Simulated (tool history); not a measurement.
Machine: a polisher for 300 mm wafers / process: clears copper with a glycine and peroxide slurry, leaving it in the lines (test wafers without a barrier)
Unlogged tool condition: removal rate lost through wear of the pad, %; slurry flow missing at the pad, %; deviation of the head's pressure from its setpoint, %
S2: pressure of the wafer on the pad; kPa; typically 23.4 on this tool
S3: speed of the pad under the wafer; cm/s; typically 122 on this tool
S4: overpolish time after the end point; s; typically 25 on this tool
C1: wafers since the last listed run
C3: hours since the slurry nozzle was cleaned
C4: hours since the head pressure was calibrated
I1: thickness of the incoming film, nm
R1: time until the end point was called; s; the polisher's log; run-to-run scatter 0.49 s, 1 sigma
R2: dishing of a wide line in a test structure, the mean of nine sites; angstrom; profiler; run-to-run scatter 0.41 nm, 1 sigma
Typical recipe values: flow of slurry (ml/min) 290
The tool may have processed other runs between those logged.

Run 1, hour 0.0: usual settings but S2 17.9 kPa, S4 16 s; C1 0; wafers polished on this pad 736; C3 773.9; C4 1128.3; I1 771.4. Result: R1 134.3 s, R2 297 angstrom.
Run 2, hour 15.9: usual settings but S2 17.9 kPa, S4 16 s; C1 105; wafers polished on this pad 841; C3 789.8; C4 1144.2; I1 777.0. Result: R1 134.9 s, R2 299 angstrom.
At hour 24.5: worn pad replaced by a new one.
Run 3, hour 27.6: usual settings but S2 17.9 kPa, S4 16 s; C1 51; wafers polished on this pad 20; C3 801.5; C4 1155.9; I1 770.8. Result: R1 131.5 s, R2 303 angstrom.
Run 4, hour 34.4: usual settings but S2 29.6 kPa; C1 45; wafers polished on this pad 66; C3 808.3; C4 1162.7; I1 757.3. Result: R1 99.3 s, R2 336 angstrom.
Run 5, hour 47.2: usual settings but S2 29.6 kPa; C1 85; wafers polished on this pad 151; C3 821.1; C4 1175.5; I1 763.3. Result: R1 101.2 s, R2 343 angstrom.
Run 6, hour 53.4: usual settings but flow of slurry (ml/min) 325, S3 108 cm/s; C1 41; wafers polished on this pad 192; C3 827.3; C4 1181.7; I1 757.7. Result: R1 124.5 s, R2 329 angstrom.
Run 7, hour 65.1: usual settings but flow of slurry (ml/min) 325, S3 108 cm/s; C1 77; wafers polished on this pad 270; C3 839.0; C4 1193.4; I1 772.6. Result: R1 128.2 s, R2 343 angstrom.
Run 8, hour 79.2: usual settings; C1 93; wafers polished on this pad 364; C3 853.1; C4 1207.5; I1 783.2. Result: R1 119.5 s, R2 332 angstrom.
Run 9, hour 88.2: usual settings; C1 59; wafers polished on this pad 424; C3 862.1; C4 1216.5; I1 776.8. Result: R1 119.3 s, R2 333 angstrom.
Run 10, hour 103.8: usual settings; C1 103; wafers polished on this pad 528; C3 877.7; C4 1232.1; I1 773.3. Result: R1 119.0 s, R2 335 angstrom.
Run 11, hour 118.3: usual settings but S3 152 cm/s; C1 96; wafers polished on this pad 624; C3 892.2; C4 1246.6; I1 776.6. Result: R1 102.8 s, R2 332 angstrom.
At hour 138.2: worn pad replaced by a new one.
Run 12, hour 138.7: usual settings; C1 109; wafers polished on this pad 3; C3 912.6; C4 1267.0; I1 772.8. Result: R1 117.3 s, R2 334 angstrom.
At hour 145.1: head pressure recalibrated.
Run 13, hour 146.5: usual settings; C1 38; wafers polished on this pad 42; C3 920.4; C4 1.4; I1 768.7. Result: R1 107.8 s, R2 334 angstrom.
Run 14, hour 155.0: usual settings; C1 56; wafers polished on this pad 98; C3 928.9; C4 9.9; I1 766.9. Result: R1 108.6 s, R2 345 angstrom.
Run 15, hour 164.6: usual settings; C1 63; wafers polished on this pad 162; C3 938.5; C4 19.5; I1 771.0. Result: R1 108.1 s, R2 343 angstrom.
At hour 170.5: slurry nozzle cleaned.
Run 16, hour 179.6: usual settings but S2 31.7 kPa, S3 112 cm/s; C1 93; wafers polished on this pad 256; C3 9.1; C4 34.5; I1 769.0. Result: R1 97.9 s, R2 339 angstrom.
Run 17, hour 196.5: usual settings; C1 112; wafers polished on this pad 368; C3 26.0; C4 51.4; I1 768.3. Result: R1 108.8 s, R2 330 angstrom.
Run 18, hour 212.5: usual settings; C1 106; wafers polished on this pad 475; C3 42.0; C4 67.4; I1 762.6. Result: R1 108.4 s, R2 340 angstrom.
Run 19, hour 238.2: usual settings; C1 171; wafers polished on this pad 646; C3 67.7; C4 93.1; I1 776.9. Result: R1 110.8 s, R2 335 angstrom.
Run 20, hour 246.5: usual settings; C1 55; wafers polished on this pad 701; C3 76.0; C4 101.4; I1 772.3. Result: R1 110.3 s, R2 336 angstrom.
Run 21, hour 262.7: usual settings but S3 164 cm/s; C1 107; wafers polished on this pad 809; C3 92.2; C4 117.6; I1 785.4. Result: R1 89.2 s, R2 336 angstrom.
Run 22, hour 273.4: usual settings but flow of slurry (ml/min) 335, S2 21.4 kPa, S3 144 cm/s, S4 16 s; C1 71; wafers polished on this pad 880; C3 102.9; C4 128.3; I1 768.5. Result: R1 100.7 s, R2 324 angstrom.
At hour 281.4: worn pad replaced by a new one.
Run 23, hour 289.8: usual settings but S4 35 s; C1 82; wafers polished on this pad 55; C3 119.3; C4 144.7; I1 787.3. Result: R1 110.7 s, R2 345 angstrom.
Run 24, hour 298.1: usual settings but S2 29.0 kPa; C1 55; wafers polished on this pad 111; C3 127.6; C4 153.0; I1 764.4. Result: R1 95.2 s, R2 349 angstrom.
Run 25, hour 308.4: usual settings but flow of slurry (ml/min) 320, S3 144 cm/s, S4 18 s; C1 68; wafers polished on this pad 179; C3 137.9; C4 163.3; I1 756.0. Result: R1 93.4 s, R2 329 angstrom.
Run 26, hour 318.6: usual settings but S4 38 s; C1 67; wafers polished on this pad 247; C3 148.1; C4 173.5; I1 784.0. Result: R1 110.4 s, R2 339 angstrom.
Run 27, hour 334.6: usual settings; C1 106; wafers polished on this pad 354; C3 164.1; C4 189.5; I1 753.1. Result: R1 106.3 s, R2 332 angstrom.
Run 28, hour 343.7: usual settings but S2 18.6 kPa, S3 100 cm/s; C1 60; wafers polished on this pad 414; C3 173.2; C4 198.6; I1 767.1. Result: R1 140.6 s, R2 335 angstrom.
Run 29, hour 352.5: usual settings but flow of slurry (ml/min) 375, S3 150 cm/s, S4 14 s; C1 58; wafers polished on this pad 473; C3 182.0; C4 207.4; I1 766.0. Result: R1 92.1 s, R2 310 angstrom.
Run 30, hour 366.6: usual settings; C1 93; wafers polished on this pad 567; C3 196.1; C4 221.5; I1 756.9. Result: R1 107.3 s, R2 334 angstrom.
Run 31, hour 394.9: usual settings but S4 37 s; C1 188; wafers polished on this pad 755; C3 224.4; C4 249.8; I1 759.8. Result: R1 108.2 s, R2 337 angstrom.

For each run, what was the tool's unlogged condition?
slurry flow missing at the pad, %: 0 across all the runs
H1: removal rate lost through wear of the pad, %
H2: deviation of the head's pressure from its setpoint, %
run     H1      H2
  1   2.18   -12.6
  2   2.24     -13
  3  0.376   -13.2
  4  0.689   -13.4
  5   1.16   -13.7
  6   1.35   -13.8
  7   1.63   -14.1
  8   1.89   -14.4
  9   2.02   -14.6
 10   2.19     -15
 11    2.3   -15.3
 12  0.193   -15.8
 13  0.569  -0.554
 14   0.91  -0.555
 15   1.22  -0.558
 16    1.6  -0.566
 17   1.89   -0.58
 18   2.09  -0.598
 19   2.28  -0.638
 20   2.32  -0.654
 21   2.39  -0.688
 22   2.42  -0.713
 23  0.553  -0.757
 24  0.887  -0.781
 25   1.22  -0.812
 26   1.49  -0.845
 27    1.8  -0.901
 28   1.93  -0.936
 29   2.03   -0.97
 30   2.16   -1.03
 31   2.33   -1.16
